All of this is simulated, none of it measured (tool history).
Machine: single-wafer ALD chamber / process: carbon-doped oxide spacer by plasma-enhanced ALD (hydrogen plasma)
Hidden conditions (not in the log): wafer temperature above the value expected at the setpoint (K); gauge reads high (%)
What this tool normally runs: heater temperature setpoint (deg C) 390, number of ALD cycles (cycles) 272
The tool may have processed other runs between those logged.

run,hour,heater temperature setpoint (deg C),number of ALD cycles (cycles),wafers since the last listed run,hours since the last thermocouple change,hours since the gauge calibration,"read-back reference wafer on the same gauge, thickness_nm",mean film thickness on the monitor wafer (angstrom)
1,0,390,311,0,795.8,973.4,12.299,150.67
2,99.9,390,311,89,895.7,1073.3,12.255,150.37
3,166,390,311,58,961.8,1139.4,12.228,149.66
4,269.8,390,272,92,1065.6,1243.2,12.204,131.26
5,324.7,390,272,48,1120.5,1298.1,12.167,131
6,425.1,390,252,89,1220.9,1398.5,12.135,120.06
7,523.5,390,252,87,1319.3,1496.9,12.096,119.08
8,609.4,380,297,76,1405.2,1582.8,12.078,141.64
# hour 631.2: gauge calibrated
9,687.2,380,297,69,1483,56,12.585,145.8
10,748,386,298,54,1543.8,116.8,12.566,147.79
11,821.5,386,298,65,1617.3,190.3,12.531,146.81
12,924.3,390,272,91,1720.1,293.1,12.495,134.31
13,996.4,397,302,64,1792.2,365.2,12.457,148.35
14,1062.5,390,240,58,1858.3,431.3,12.427,117.06
15,1139.8,399,272,68,1935.6,508.6,12.415,133.58
# hour 1213.7: thermocouple changed; heater temperature recalibrated
16,1238.6,377,290,81,24.9,607.4,12.371,141.05
17,1322.7,401,306,75,109,691.5,12.344,147.86
18,1396.2,390,272,65,182.5,765,12.318,133.55
19,1433.7,386,300,33,220,802.5,12.297,145.4
20,1479.3,390,272,40,265.6,848.1,12.28,131.64
21,1540.2,400,297,54,326.5,909,12.254,142.82
22,1597,386,298,50,383.3,965.8,12.235,143.22
23,1671.1,390,272,66,457.4,1039.9,12.202,131.37

Across each entry between runs, compare the hidden state at the last listed run before it with the hidden state at the first listed run after it:
Run 8 -> run 9: gauge calibrated (hour 631.2)
  gauge reads high (%): -5.01 -> -0.958
  the result without the hidden state subtracted from the measured one, mean film thickness on the monitor wafer (angstrom): -7.47 -> -1.41
Run 15 -> run 16: thermocouple changed; heater temperature recalibrated (hour 1213.7)
  gauge reads high (%): -2.29 -> -2.59
  the result without the hidden state subtracted from the measured one, mean film thickness on the monitor wafer (angstrom): -3.14 -> -3.75
